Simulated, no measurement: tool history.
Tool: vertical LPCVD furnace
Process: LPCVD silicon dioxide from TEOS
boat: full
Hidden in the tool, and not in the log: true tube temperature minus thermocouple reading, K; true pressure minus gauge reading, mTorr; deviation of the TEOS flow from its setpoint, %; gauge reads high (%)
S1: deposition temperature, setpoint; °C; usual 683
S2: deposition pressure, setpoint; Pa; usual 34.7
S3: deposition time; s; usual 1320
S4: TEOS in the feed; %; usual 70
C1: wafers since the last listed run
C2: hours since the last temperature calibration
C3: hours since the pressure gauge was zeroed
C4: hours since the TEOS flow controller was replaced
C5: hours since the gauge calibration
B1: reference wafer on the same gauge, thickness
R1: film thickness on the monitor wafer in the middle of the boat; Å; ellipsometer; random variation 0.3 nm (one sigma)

run,hour,S1,S2,S3,S4,C1,C2,C3,C4,C5,B1,R1
1,0,683,34.7,1170,70,0,1835.8,2403.5,2697.4,204.1,91.03,1002.9
# hour 4: gauge calibrated
2,51.1,683,34.7,1170,70,955,1886.9,2454.6,2748.5,47.1,90.9,1012.1
3,59.7,683,34.7,1170,70,160,1895.5,2463.2,2757.1,55.7,90.98,1014.4
4,69.6,683,38,1320,70,185,1905.4,2473.1,2767,65.6,90.99,1187.4
5,88.2,683,34.7,1320,70,347,1924,2491.7,2785.6,84.2,91.12,1140.5
# hour 128.5: TEOS flow controller replaced
6,135.4,683,34.7,1320,70,433,1971.2,2538.9,6.9,131.4,91.06,1141.4
7,149.5,683,34.7,1320,70,263,1985.3,2553,21,145.5,90.98,1142.3
8,168.4,683,34.7,1320,70,353,2004.2,2571.9,39.9,164.4,91.11,1142.8
# hour 197.8: thermocouples replaced and temperature profile calibrated
# hour 202.2: pressure gauge zeroed
9,202.7,683,34.7,1320,70,111,4.9,0.5,74.2,198.7,90.87,1047.2
10,207.3,683,34.7,840,70,86,9.5,5.1,78.8,203.3,91.01,666.8
11,212.4,683,34.7,1320,70,95,14.6,10.2,83.9,208.4,90.97,1044.4
12,224.1,692,28.7,1080,83,218,26.3,21.9,95.6,220.1,91.03,1053.7
# hour 231.4: gauge calibrated
13,243.3,683,34.7,1320,70,358,45.5,41.1,114.8,11.9,90.97,1048.8
14,257.3,673,34.7,1320,76,261,59.5,55.1,128.8,25.9,90.86,852.4
15,275.3,687,30.7,1320,64,336,77.5,73.1,146.8,43.9,90.99,1035.7
16,290.2,687,39.3,1320,77,278,92.4,88,161.7,58.8,90.92,1293.7
17,307.3,683,34.7,1320,70,319,109.5,105.1,178.8,75.9,91.05,1052.8
18,317.8,683,34.7,1320,70,196,120,115.6,189.3,86.4,90.95,1050.6
19,329.4,683,40,1320,77,216,131.6,127.2,200.9,98,90.96,1183

Forecast each of these 5 alternatives for the next run:
A,334.2,683,34.7,1320,70,89,136.4,132,205.7,102.8,?,?
B,334.2,675,30,1320,70,89,136.4,132,205.7,102.8,?,?
C,334.2,673,34.7,1320,70,89,136.4,132,205.7,102.8,?,?
D,334.2,672,39.3,1620,70,89,136.4,132,205.7,102.8,?,?
E,334.2,691,40,1050,60,89,136.4,132,205.7,102.8,?,?

run,B1,R1
A,90.97,1051.8
B,90.97,805.8
C,90.97,824.7
D,90.97,1052
E,90.97,1007.1
Without the tool's hidden state the same runs would have given:
run,R1
A,1034
B,791.9
C,810.5
D,1033.7
E,990.3
